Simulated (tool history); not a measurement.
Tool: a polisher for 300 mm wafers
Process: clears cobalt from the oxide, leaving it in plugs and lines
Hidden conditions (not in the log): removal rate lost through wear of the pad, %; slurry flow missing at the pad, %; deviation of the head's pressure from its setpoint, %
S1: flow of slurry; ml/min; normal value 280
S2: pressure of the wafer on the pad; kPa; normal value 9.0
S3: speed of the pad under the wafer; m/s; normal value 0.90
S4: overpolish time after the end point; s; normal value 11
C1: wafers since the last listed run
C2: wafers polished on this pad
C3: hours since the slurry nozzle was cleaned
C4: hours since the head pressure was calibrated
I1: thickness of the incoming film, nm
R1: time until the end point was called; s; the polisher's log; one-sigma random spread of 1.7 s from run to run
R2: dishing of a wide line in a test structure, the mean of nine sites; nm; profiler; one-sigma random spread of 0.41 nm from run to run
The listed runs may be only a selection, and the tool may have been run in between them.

run,hour,S1,S2,S3,S4,C1,C2,C3,C4,I1,R1,R2
1,0.0,280,9.0,0.90,11,0,87,111.8,276.7,318.3,109.6,23.9
# hour 43.2: head pressure recalibrated
2,48.6,280,9.0,0.90,11,193,280,160.4,5.4,320.2,117.8,22.4
3,91.0,280,9.0,0.90,11,175,456,202.8,47.8,320.5,115.4,22.2
4,152.1,280,9.0,0.90,11,253,709,263.9,108.9,322.0,117.1,23.2
5,204.7,280,9.0,0.90,7,218,928,316.5,161.5,323.4,110.4,16.1
6,235.5,280,9.0,0.90,7,127,1055,347.3,192.3,321.2,112.4,16.2
# hour 272.2: worn pad replaced by a new one
7,287.9,280,9.0,0.90,11,200,65,399.7,244.7,316.7,108.2,23.3
8,312.4,280,9.0,0.90,11,101,166,424.2,269.2,317.0,108.9,24.1
9,373.5,280,9.0,0.90,11,253,420,485.3,330.3,325.0,112.0,23.8
10,417.6,280,9.0,0.90,11,182,603,529.4,374.4,318.6,108.0,24.5
11,451.3,280,9.0,0.90,11,139,743,563.1,408.1,320.2,108.3,24.1
# hour 456.4: head pressure recalibrated
# hour 463.5: slurry nozzle cleaned
12,486.9,280,9.7,0.90,13,135,878,23.4,30.5,316.2,109.7,26.7
# hour 532.0: worn pad replaced by a new one
13,555.5,280,9.7,0.90,13,267,97,92.0,99.1,326.8,108.3,27.7
14,588.1,205,9.0,0.90,11,135,232,124.6,131.7,327.0,117.3,22.8
15,768.3,310,9.0,1.00,7,747,980,304.8,311.9,319.1,99.0,17.5
16,817.0,225,10.3,0.64,6,202,1182,353.5,360.6,321.0,127.1,12.4
# hour 821.3: worn pad replaced by a new one
# hour 849.5: head pressure recalibrated
17,871.6,215,11.0,1.04,15,201,200,408.1,22.1,318.5,91.9,34.1
18,910.1,280,9.0,0.90,11,159,359,446.6,60.6,322.5,114.7,23.0
# hour 955.9: slurry nozzle cleaned
19,970.7,185,10.3,0.90,17,247,607,14.8,121.2,320.9,105.0,34.2
20,1034.0,280,9.0,0.70,8,262,869,78.1,184.5,320.3,132.9,15.1
21,1068.2,280,11.0,0.90,11,141,1011,112.3,218.7,319.6,94.7,27.7
# hour 1114.3: worn pad replaced by a new one
22,1128.9,215,11.0,1.04,15,235,60,173.0,279.4,321.2,88.9,35.5
23,1154.5,280,11.7,0.90,11,106,166,198.6,305.0,316.8,87.4,28.7
# hour 1168.6: head pressure recalibrated
24,1218.5,245,10.3,0.62,15,257,424,262.6,49.9,320.1,135.7,26.2
25,1270.3,235,9.0,1.04,6,214,638,314.4,101.7,315.6,104.4,15.4
26,1323.5,280,9.0,0.90,11,220,859,367.6,154.9,327.0,112.6,23.2
27,1357.4,280,9.0,0.90,15,140,1000,401.5,188.8,319.3,111.2,29.1
# hour 1383.9: worn pad replaced by a new one
28,1404.2,345,10.3,0.66,14,177,84,448.3,235.6,320.6,117.2,28.4
29,1447.6,330,9.0,1.16,11,180,264,491.7,279.0,316.7,90.7,27.9

Forecast each of these 4 alternatives for the next run:
A,1448.1,280,9.0,0.90,11,2,266,492.2,279.5,318.8,?,?
B,1448.1,330,9.0,1.08,11,2,266,492.2,279.5,318.8,?,?
C,1448.1,360,11.0,0.66,7,2,266,492.2,279.5,318.8,?,?
D,1448.1,365,9.0,0.98,11,2,266,492.2,279.5,318.8,?,?

run,R1,R2
A,109.1,23.3
B,94.2,26.1
C,110.0,15.8
D,100.2,24.9
Take away the tool's hidden state, keep each run's random variation, and the runs would have read:
run,R1,R2
A,119.2,21.7
B,102.9,24.4
C,120.2,14.6
D,109.5,23.2
